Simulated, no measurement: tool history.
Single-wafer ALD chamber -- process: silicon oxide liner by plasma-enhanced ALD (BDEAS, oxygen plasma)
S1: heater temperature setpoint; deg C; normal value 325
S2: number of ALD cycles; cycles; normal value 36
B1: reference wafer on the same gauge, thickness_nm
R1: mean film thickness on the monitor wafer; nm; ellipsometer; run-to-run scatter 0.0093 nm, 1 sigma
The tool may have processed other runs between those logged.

{"run": 1, "hour": 0.0, "S1": 325, "S2": 33, "B1": 3.781, "R1": 3.39}
{"run": 2, "hour": 37.5, "S1": 325, "S2": 33, "B1": 3.78, "R1": 3.406}
{"run": 3, "hour": 106.3, "S1": 316, "S2": 36, "B1": 3.781, "R1": 3.767}
{"run": 4, "hour": 135.8, "S1": 316, "S2": 36, "B1": 3.78, "R1": 3.751}
{"run": 5, "hour": 189.6, "S1": 316, "S2": 36, "B1": 3.778, "R1": 3.757}
{"run": 6, "hour": 228.5, "S1": 325, "S2": 36, "B1": 3.78, "R1": 3.686}
{"run": 7, "hour": 255.5, "S1": 325, "S2": 36, "B1": 3.78, "R1": 3.696}
{"run": 8, "hour": 295.5, "S1": 318, "S2": 36, "B1": 3.78, "R1": 3.739}
{"run": 9, "hour": 356.6, "S1": 318, "S2": 36, "B1": 3.78, "R1": 3.738}
{"hour": 370.8, "done": "thermocouple changed; heater temperature recalibrated"}
{"run": 10, "hour": 411.7, "S1": 328, "S2": 36, "B1": 3.779, "R1": 3.704}
{"run": 11, "hour": 457.4, "S1": 313, "S2": 30, "B1": 3.779, "R1": 3.144}
{"run": 12, "hour": 490.9, "S1": 329, "S2": 36, "B1": 3.78, "R1": 3.674}
{"run": 13, "hour": 553.6, "S1": 321, "S2": 33, "B1": 3.782, "R1": 3.411}
{"run": 14, "hour": 601.5, "S1": 319, "S2": 39, "B1": 3.78, "R1": 4.054}

Run 15, settings as shown, results not yet in. Your forecast:
{"run": 15, "hour": 635.0, "S1": 325, "S2": 36, "B1": "?", "R1": "?"}

{"run 15": {"B1": 3.78, "R1": 3.718}}
If the tool had no hidden condition, the same run with the same run-to-run variation would have returned R1 3.718 nm.
